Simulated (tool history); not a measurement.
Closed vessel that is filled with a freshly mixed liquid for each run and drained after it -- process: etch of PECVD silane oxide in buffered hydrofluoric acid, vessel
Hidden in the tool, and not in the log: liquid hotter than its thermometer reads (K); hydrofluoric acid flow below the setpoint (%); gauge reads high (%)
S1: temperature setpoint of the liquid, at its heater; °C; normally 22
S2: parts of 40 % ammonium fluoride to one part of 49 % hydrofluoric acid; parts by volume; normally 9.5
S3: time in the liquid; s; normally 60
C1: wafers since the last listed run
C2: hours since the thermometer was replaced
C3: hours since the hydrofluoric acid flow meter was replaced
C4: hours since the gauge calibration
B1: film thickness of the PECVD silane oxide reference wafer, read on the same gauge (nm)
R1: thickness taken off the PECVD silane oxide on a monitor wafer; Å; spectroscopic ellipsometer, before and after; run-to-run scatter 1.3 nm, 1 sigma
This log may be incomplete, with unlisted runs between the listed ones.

run 1 hour=0 | S1=22 S2=9.5 S3=60 | C1=0 C2=1624.6 C3=1574.5 C4=825.1 | B1=110.02 | R1=1486.1
run 2 hour=44.5 | S1=22 S2=9.5 S3=60 | C1=4206 C2=1669.1 C3=1619 C4=869.6 | B1=110 | R1=1476.6
run 3 hour=110.6 | S1=22 S2=9.5 S3=60 | C1=6247 C2=1735.2 C3=1685.1 C4=935.7 | B1=110 | R1=1490.8
run 4 hour=169.5 | S1=23 S2=9.5 S3=60 | C1=5567 C2=1794.1 C3=1744 C4=994.6 | B1=109.98 | R1=1561.1
-- hour=184.7 thermometer replaced
run 5 hour=208.4 | S1=22 S2=9.5 S3=60 | C1=3582 C2=23.7 C3=1782.9 C4=1033.5 | B1=110.05 | R1=1460.5
run 6 hour=266.9 | S1=22 S2=9.5 S3=60 | C1=5529 C2=82.2 C3=1841.4 C4=1092 | B1=110 | R1=1482.3
-- hour=275.9 hydrofluoric acid flow meter replaced
run 7 hour=299.2 | S1=22 S2=9.5 S3=60 | C1=2958 C2=114.5 C3=23.3 C4=1124.3 | B1=110.01 | R1=1534.7
run 8 hour=363.6 | S1=22 S2=8.5 S3=60 | C1=6087 C2=178.9 C3=87.7 C4=1188.7 | B1=109.98 | R1=1680.9
run 9 hour=400.9 | S1=22 S2=8.5 S3=60 | C1=3525 C2=216.2 C3=125 C4=1226 | B1=110.01 | R1=1690.4
run 10 hour=465.8 | S1=22 S2=12 S3=60 | C1=6134 C2=281.1 C3=189.9 C4=1290.9 | B1=109.93 | R1=1232.5
run 11 hour=522.9 | S1=22 S2=9.5 S3=60 | C1=5397 C2=338.2 C3=247 C4=1348 | B1=110.04 | R1=1518.4
run 12 hour=673.3 | S1=24.5 S2=10.5 S3=80 | C1=14215 C2=488.6 C3=397.4 C4=1498.4 | B1=110 | R1=2151.9
run 13 hour=719.6 | S1=22 S2=9.5 S3=60 | C1=4376 C2=534.9 C3=443.7 C4=1544.7 | B1=110.01 | R1=1534.9
run 14 hour=748.8 | S1=22 S2=9.5 S3=60 | C1=2760 C2=564.1 C3=472.9 C4=1573.9 | B1=110.03 | R1=1529
run 15 hour=815.8 | S1=19.5 S2=8 S3=70 | C1=6332 C2=631.1 C3=539.9 C4=1640.9 | B1=110.04 | R1=1804.4
run 16 hour=852 | S1=27 S2=6.5 S3=35 | C1=3421 C2=667.3 C3=576.1 C4=1677.1 | B1=109.97 | R1=1670.6
run 17 hour=912.6 | S1=22 S2=9.5 S3=60 | C1=5727 C2=727.9 C3=636.7 C4=1737.7 | B1=110.03 | R1=1514.7
-- hour=919.6 gauge calibrated
run 18 hour=975.4 | S1=22 S2=9.5 S3=60 | C1=5935 C2=790.7 C3=699.5 C4=55.8 | B1=110.02 | R1=1497.2
run 19 hour=1045.7 | S1=25.5 S2=9.5 S3=30 | C1=6644 C2=861 C3=769.8 C4=126.1 | B1=109.98 | R1=922.6
run 20 hour=1086.2 | S1=22 S2=9.5 S3=60 | C1=3828 C2=901.5 C3=810.3 C4=166.6 | B1=110.02 | R1=1510.1
run 21 hour=1131.2 | S1=20.5 S2=12.5 S3=70 | C1=4253 C2=946.5 C3=855.3 C4=211.6 | B1=110.01 | R1=1247.7
run 22 hour=1200.6 | S1=22 S2=9.5 S3=80 | C1=6559 C2=1015.9 C3=924.7 C4=281 | B1=109.99 | R1=2008.8
run 23 hour=1246.6 | S1=18 S2=8 S3=35 | C1=4347 C2=1061.9 C3=970.7 C4=327 | B1=109.96 | R1=828.9
run 24 hour=1318 | S1=18.5 S2=9.5 S3=60 | C1=6748 C2=1133.3 C3=1042.1 C4=398.4 | B1=109.99 | R1=1220
run 25 hour=1384.4 | S1=23.5 S2=9.5 S3=60 | C1=6276 C2=1199.7 C3=1108.5 C4=464.8 | B1=110.04 | R1=1616.9
run 26 hour=1456.3 | S1=24 S2=12.5 S3=30 | C1=6796 C2=1271.6 C3=1180.4 C4=536.7 | B1=109.99 | R1=651.4
run 27 hour=1497.8 | S1=22 S2=9.5 S3=60 | C1=3922 C2=1313.1 C3=1221.9 C4=578.2 | B1=110.01 | R1=1485.7
run 28 hour=1557.9 | S1=18.5 S2=11.5 S3=45 | C1=5680 C2=1373.2 C3=1282 C4=638.3 | B1=109.99 | R1=767.9
run 29 hour=1610.3 | S1=23.5 S2=5.5 S3=30 | C1=4952 C2=1425.6 C3=1334.4 C4=690.7 | B1=109.95 | R1=1357.9
run 30 hour=1638 | S1=22 S2=9.5 S3=60 | C1=2618 C2=1453.3 C3=1362.1 C4=718.4 | B1=110.03 | R1=1488.8
run 31 hour=1664.3 | S1=20.5 S2=12.5 S3=70 | C1=2485 C2=1479.6 C3=1388.4 C4=744.7 | B1=110.01 | R1=1217.5
run 32 hour=1689 | S1=24 S2=6 S3=40 | C1=2334 C2=1504.3 C3=1413.1 C4=769.4 | B1=109.98 | R1=1682.3

Below are 4 alternative next runs, each starting from the tool's condition after run 32. Predict each:
run A hour=1689.7 | S1=22 S2=9.5 S3=70 | C1=66 C2=1505 C3=1413.8 C4=770.1 | B1=? | R1=?
run B hour=1689.7 | S1=24.5 S2=6.5 S3=30 | C1=66 C2=1505 C3=1413.8 C4=770.1 | B1=? | R1=?
run C hour=1689.7 | S1=19.5 S2=9.5 S3=30 | C1=66 C2=1505 C3=1413.8 C4=770.1 | B1=? | R1=?
run D hour=1689.7 | S1=18.5 S2=7 S3=50 | C1=66 C2=1505 C3=1413.8 C4=770.1 | B1=? | R1=?

run=A B1=110.01 R1=1744.6
run=B B1=110.01 R1=1227.2
run=C B1=110.01 R1=650.5
run=D B1=110.01 R1=1361.3
The same runs, with their run-to-run variation unchanged, on a tool lacking any hidden condition would have given:
run=A R1=1800
run=B R1=1281
run=C R1=671.2
run=D R1=1436.2
